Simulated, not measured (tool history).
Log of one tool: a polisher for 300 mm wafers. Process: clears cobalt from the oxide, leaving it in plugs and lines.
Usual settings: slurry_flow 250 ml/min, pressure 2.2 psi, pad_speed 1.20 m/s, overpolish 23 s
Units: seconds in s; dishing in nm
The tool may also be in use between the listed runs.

| run | day | slurry_flow | pressure | pad_speed | overpolish | incoming thickness of the incoming film, nm | seconds | dishing |
|---|---|---|---|---|---|---|---|---|
| 1 | 0.000 | 250 | 2.0 | 1.20 | 23 | 360.8 | 68.8 | 57.4 |
| 2 | 0.775 | 250 | 2.0 | 1.20 | 23 | 365.6 | 72.6 | 57.1 |
| 3 | 1.571 | 220 | 2.2 | 1.20 | 23 | 363.1 | 66.7 | 56.8 |
|  | 2.442 | worn pad replaced by a new one |
| 4 | 2.908 | 250 | 2.2 | 1.20 | 23 | 353.5 | 55.4 | 59.0 |
| 5 | 3.538 | 250 | 2.2 | 1.20 | 23 | 358.5 | 56.2 | 58.4 |
| 6 | 5.421 | 250 | 2.2 | 1.20 | 23 | 359.8 | 61.5 | 58.6 |
| 7 | 6.175 | 180 | 2.2 | 1.04 | 23 | 354.7 | 75.5 | 54.3 |
|  | 8.962 | slurry nozzle cleaned |
| 8 | 9.812 | 180 | 2.2 | 1.04 | 23 | 363.0 | 76.7 | 53.8 |
| 9 | 11.229 | 180 | 2.2 | 1.04 | 23 | 367.9 | 79.5 | 54.7 |
| 10 | 12.375 | 250 | 2.2 | 1.20 | 23 | 359.9 | 63.8 | 56.5 |
|  | 13.329 | worn pad replaced by a new one |
| 11 | 13.842 | 250 | 2.2 | 1.20 | 23 | 365.9 | 58.6 | 60.5 |
| 12 | 14.392 | 250 | 2.2 | 1.08 | 23 | 353.4 | 62.3 | 57.9 |
| 13 | 15.233 | 250 | 2.2 | 1.20 | 23 | 363.4 | 58.8 | 58.3 |
| 14 | 16.675 | 250 | 2.2 | 1.20 | 23 | 362.1 | 62.0 | 59.7 |
| 15 | 17.938 | 250 | 1.9 | 1.20 | 23 | 365.4 | 71.7 | 57.3 |
|  | 18.383 | head pressure recalibrated |
| 16 | 19.033 | 250 | 2.5 | 1.20 | 23 | 364.4 | 57.2 | 58.7 |
| 17 | 21.475 | 250 | 2.0 | 1.36 | 32 | 363.3 | 63.4 | 61.8 |
| 18 | 22.838 | 250 | 2.4 | 1.10 | 23 | 363.8 | 65.5 | 57.5 |
|  | 23.062 | worn pad replaced by a new one |
| 19 | 23.767 | 250 | 2.8 | 1.20 | 31 | 358.9 | 46.6 | 61.1 |
| 20 | 25.088 | 250 | 1.8 | 1.20 | 11 | 362.4 | 70.5 | 41.1 |

The next listed run, before its measurement:
| 21 | 25.775 | 250 | 1.7 | 1.20 | 23 | 364.5 | ? | ? |

{"run 21": {"seconds": 73.9, "dishing": 55.4}}
Without the tool's hidden state the same run would have given seconds 68.7 s, dishing 56.6 nm.
